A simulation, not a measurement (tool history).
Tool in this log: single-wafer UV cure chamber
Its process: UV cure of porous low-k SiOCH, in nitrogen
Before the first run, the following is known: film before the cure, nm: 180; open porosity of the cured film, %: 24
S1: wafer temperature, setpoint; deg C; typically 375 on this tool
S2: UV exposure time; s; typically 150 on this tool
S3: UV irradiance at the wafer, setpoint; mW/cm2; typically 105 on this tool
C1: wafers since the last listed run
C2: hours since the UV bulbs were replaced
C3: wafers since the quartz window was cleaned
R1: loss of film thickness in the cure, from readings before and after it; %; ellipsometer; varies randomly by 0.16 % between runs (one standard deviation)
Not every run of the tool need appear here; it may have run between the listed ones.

run,hour,S1,S2,S3,C1,C2,C3,R1
1,0,375,130,105,0,1649.5,642,11.48
2,25.6,375,150,105,185,1675.1,827,12.096
3,53.4,375,150,105,200,1702.9,1028,11.973
4,83.8,375,180,105,219,1733.3,1248,13.115
5,101.5,375,150,105,127,1751,1375,11.938
6,125.7,375,150,105,174,1775.2,1550,12.314
7,158.4,375,150,105,236,1807.9,1787,12.158
8,177.5,375,150,105,138,1827,1925,11.886
9,202.2,375,150,105,178,1851.7,2103,12.167
10,269.8,375,150,105,488,1919.3,2592,12.103
11,299.1,375,180,81,211,1948.6,2804,11.5
12,322.7,375,180,81,170,1972.2,2974,11.725
13,344.9,375,180,81,160,1994.4,3135,11.618
14,375,375,150,105,217,2024.5,3352,12.233
15,410.7,388,225,144,258,2060.2,3610,15.969
16,437.7,375,110,105,195,2087.2,3806,10.539
17,470.9,375,150,105,239,2120.4,4046,12.413
18,492.4,375,150,143,155,2141.9,4201,14.028
19,507.8,375,150,105,111,2157.3,4312,12.175
20,524,375,150,105,117,2173.5,4429,12.024
21,548.1,375,115,117,174,2197.6,4604,11.468
# hour 584.8: quartz window cleaned
# hour 591.2: UV bulbs replaced
22,591.7,382,215,116,211,0.5,3,14.948
23,613.8,380,150,88,159,22.6,163,11.473
24,635.3,364,195,105,155,44.1,318,13.181
25,739.5,375,70,86,753,148.3,1071,7.501
26,805.9,361,65,81,479,214.7,1551,6.75
27,818.9,385,150,105,93,227.7,1645,12.475
28,850.5,375,180,81,228,259.3,1874,11.662
29,871.7,375,150,105,153,280.5,2027,12.119

Entry by entry between the runs, the difference in hidden state between the last listed run before and the first listed run after:
From run 21 to run 22: quartz window cleaned (hour 584.8); UV bulbs replaced (hour 591.2)
  the hidden state is the same at both runs

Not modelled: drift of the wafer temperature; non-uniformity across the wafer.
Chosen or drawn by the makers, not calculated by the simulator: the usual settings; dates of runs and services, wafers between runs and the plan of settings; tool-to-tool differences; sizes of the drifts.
